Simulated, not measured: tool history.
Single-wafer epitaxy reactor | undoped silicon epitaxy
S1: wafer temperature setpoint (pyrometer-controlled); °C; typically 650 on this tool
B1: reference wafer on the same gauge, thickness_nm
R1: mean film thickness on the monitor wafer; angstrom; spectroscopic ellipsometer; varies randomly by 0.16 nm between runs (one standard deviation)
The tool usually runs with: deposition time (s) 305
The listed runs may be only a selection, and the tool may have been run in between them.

Run 1, hour 0.0: usual settings but S1 661 °C; B1 52.627. Result: R1 589.78 angstrom.
Run 2, hour 26.1: usual settings but S1 661 °C; B1 52.801. Result: R1 590.38 angstrom.
Run 3, hour 95.8: usual settings but deposition time (s) 256; B1 52.731. Result: R1 398.92 angstrom.
Run 4, hour 120.9: usual settings but deposition time (s) 256; B1 52.721. Result: R1 398.01 angstrom.
Run 5, hour 182.3: usual settings but deposition time (s) 256; B1 52.686. Result: R1 399.97 angstrom.
Run 6, hour 239.1: usual settings; B1 52.692. Result: R1 474.44 angstrom.
Run 7, hour 280.7: usual settings but S1 654 °C; B1 52.624. Result: R1 514.40 angstrom.
Run 8, hour 327.8: usual settings but S1 654 °C; B1 52.719. Result: R1 515.09 angstrom.
Run 9, hour 378.9: usual settings but S1 654 °C; B1 52.761. Result: R1 511.86 angstrom.
Run 10, hour 409.6: usual settings but S1 639 °C; B1 52.684. Result: R1 384.00 angstrom.
Run 11, hour 445.3: usual settings but S1 639 °C; B1 52.676. Result: R1 381.11 angstrom.
Run 12, hour 480.1: usual settings but S1 639 °C; B1 52.760. Result: R1 382.07 angstrom.
Run 13, hour 513.9: usual settings but S1 646 °C; B1 52.628. Result: R1 440.31 angstrom.
Run 14, hour 556.2: usual settings but S1 646 °C; B1 52.682. Result: R1 437.20 angstrom.
Run 15, hour 615.8: usual settings; B1 52.730. Result: R1 476.22 angstrom.
At hour 638.8: pyrometer calibrated.
Run 16, hour 677.3: usual settings but S1 660 °C; B1 52.721. Result: R1 598.10 angstrom.
Run 17, hour 728.3: usual settings; B1 52.644. Result: R1 497.11 angstrom.
At hour 751.1: gauge calibrated.
Run 18, hour 762.5: usual settings but deposition time (s) 340; B1 52.710. Result: R1 554.39 angstrom.
Run 19, hour 796.8: usual settings but S1 664 °C, deposition time (s) 254; B1 52.628. Result: R1 534.49 angstrom.
Run 20, hour 861.2: usual settings; B1 52.639. Result: R1 493.51 angstrom.
Run 21, hour 901.1: usual settings but S1 655 °C, deposition time (s) 270; B1 52.733. Result: R1 479.12 angstrom.
Run 22, hour 956.9: usual settings but S1 638 °C, deposition time (s) 365; B1 52.699. Result: R1 465.73 angstrom.
Run 23, hour 1021.1: usual settings but S1 637 °C, deposition time (s) 281; B1 52.680. Result: R1 352.70 angstrom.
Run 24, hour 1084.9: usual settings but S1 637 °C, deposition time (s) 256; B1 52.712. Result: R1 320.47 angstrom.
Run 25, hour 1123.0: usual settings; B1 52.733. Result: R1 490.83 angstrom.
Run 26, hour 1150.5: usual settings; B1 52.721. Result: R1 491.50 angstrom.
Run 27, hour 1174.8: usual settings but S1 654 °C, deposition time (s) 363; B1 52.705. Result: R1 632.75 angstrom.
Run 28, hour 1238.3: usual settings but S1 655 °C, deposition time (s) 327; B1 52.645. Result: R1 578.32 angstrom.

Predict each of these 4 candidate next runs independently; none follows another, all start after run 28:
Run A, hour 1238.8: usual settings; B1 ?. Result: R1 ?.
Run B, hour 1238.8: usual settings but S1 637 °C; B1 ?. Result: R1 ?.
Run C, hour 1238.8: usual settings but S1 645 °C, deposition time (s) 261; B1 ?. Result: R1 ?.
Run D, hour 1238.8: usual settings but S1 660 °C, deposition time (s) 281; B1 ?. Result: R1 ?.

run      B1      R1
  A  52.627  491.45
  B  52.627  381.80
  C  52.627  381.92
  D  52.627  547.52
Take away the tool's hidden state, keep each run's random variation, and the runs would have read:
run      R1
  A  493.26
  B  383.24
  C  383.34
  D  549.50
